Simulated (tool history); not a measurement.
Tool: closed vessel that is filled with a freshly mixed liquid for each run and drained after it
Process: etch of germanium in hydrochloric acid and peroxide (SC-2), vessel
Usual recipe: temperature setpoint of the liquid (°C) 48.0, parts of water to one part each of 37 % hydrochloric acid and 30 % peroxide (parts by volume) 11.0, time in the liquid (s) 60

run     day  temperature setpoint of the liquid (°C)  parts of water to one part each of 37 % hydrochloric acid and 30 % peroxide (parts by volume)  time in the liquid (s)  read-back film thickness of the germanium reference wafer, read on the same gauge (nm)  thickness taken off the germanium on a monitor wafer (angstrom)
  1   0.000                                     54.0                                                                                           11.0                      60                                                                                   80.00                                                           1669.5
  2   1.133                                     54.0                                                                                           11.0                      60                                                                                   79.98                                                           1658.6
  3   1.933                                     48.0                                                                                           11.0                      60                                                                                   80.00                                                           1369.7
  4   3.129                                     48.0                                                                                           11.0                      60                                                                                   80.00                                                           1381.0
  5   3.858                                     48.0                                                                                           11.0                      60                                                                                   79.99                                                           1382.5
  6   4.529                                     48.0                                                                                           11.0                      60                                                                                   80.00                                                           1387.6
  7   5.183                                     48.0                                                                                           11.0                      60                                                                                   80.01                                                           1379.7
  8   6.242                                     48.0                                                                                           11.0                      60                                                                                   80.00                                                           1373.1
  9   6.996                                     48.0                                                                                           11.0                      35                                                                                   79.98                                                            810.9
 10   8.029                                     48.0                                                                                           11.0                      60                                                                                   80.02                                                           1389.2
      8.854  -- gauge calibrated
 11   8.862                                     48.0                                                                                           11.0                      60                                                                                   80.00                                                           1376.2
 12   9.579                                     48.0                                                                                           11.0                      40                                                                                   79.99                                                            921.9
 13  10.633                                     48.0                                                                                           11.0                      40                                                                                   79.97                                                            924.2
 14  12.050                                     44.0                                                                                            7.0                      35                                                                                   79.97                                                            737.4
 15  12.767                                     50.5                                                                                           15.5                      40                                                                                   80.00                                                            948.4
 16  16.662                                     56.0                                                                                           16.0                      70                                                                                   79.99                                                           1955.5
 17  17.892                                     48.0                                                                                           11.0                      40                                                                                   80.00                                                            926.1
     18.417  -- new drum of peroxide connected
     18.929  -- chemicals flow meter replaced
 18  19.054                                     48.0                                                                                           11.0                      60                                                                                   79.98                                                           1390.8
 19  20.288                                     48.0                                                                                           11.0                      60                                                                                   80.01                                                           1406.6
 20  21.275                                     48.0                                                                                            8.5                      60                                                                                   80.01                                                           1413.4
     21.438  -- thermometer replaced
 21  22.458                                     55.0                                                                                            8.0                      35                                                                                   79.98                                                            971.2
 22  23.233                                     38.5                                                                                            7.5                      75                                                                                   80.00                                                           1219.3
 23  24.254                                     48.0                                                                                            9.0                      60                                                                                   79.98                                                           1329.8
 24  25.408                                     52.5                                                                                           11.0                      70                                                                                   80.00                                                           1755.8
 25  26.546                                     56.0                                                                                            8.5                      45                                                                                   79.99                                                           1306.5
 26  27.558                                     39.0                                                                                            7.0                      30                                                                                   80.02                                                            510.1
 27  28.354                                     48.0                                                                                            7.0                      60                                                                                   80.00                                                           1356.3
 28  29.050                                     50.5                                                                                           13.0                      35                                                                                   79.99                                                            811.2

The next listed run, before its measurement:
 29  29.812                                     56.0                                                                                           11.0                      60                                                                                       ?                                                                ?

{"run 29": {"read-back film thickness of the germanium reference wafer, read on the same gauge (nm)": 79.99, "thickness taken off the germanium on a monitor wafer (angstrom)": 1689.3}}
Were there no unlogged condition in the tool, this run, its random variation unchanged, would have produced thickness taken off the germanium on a monitor wafer (angstrom) 1659.7.

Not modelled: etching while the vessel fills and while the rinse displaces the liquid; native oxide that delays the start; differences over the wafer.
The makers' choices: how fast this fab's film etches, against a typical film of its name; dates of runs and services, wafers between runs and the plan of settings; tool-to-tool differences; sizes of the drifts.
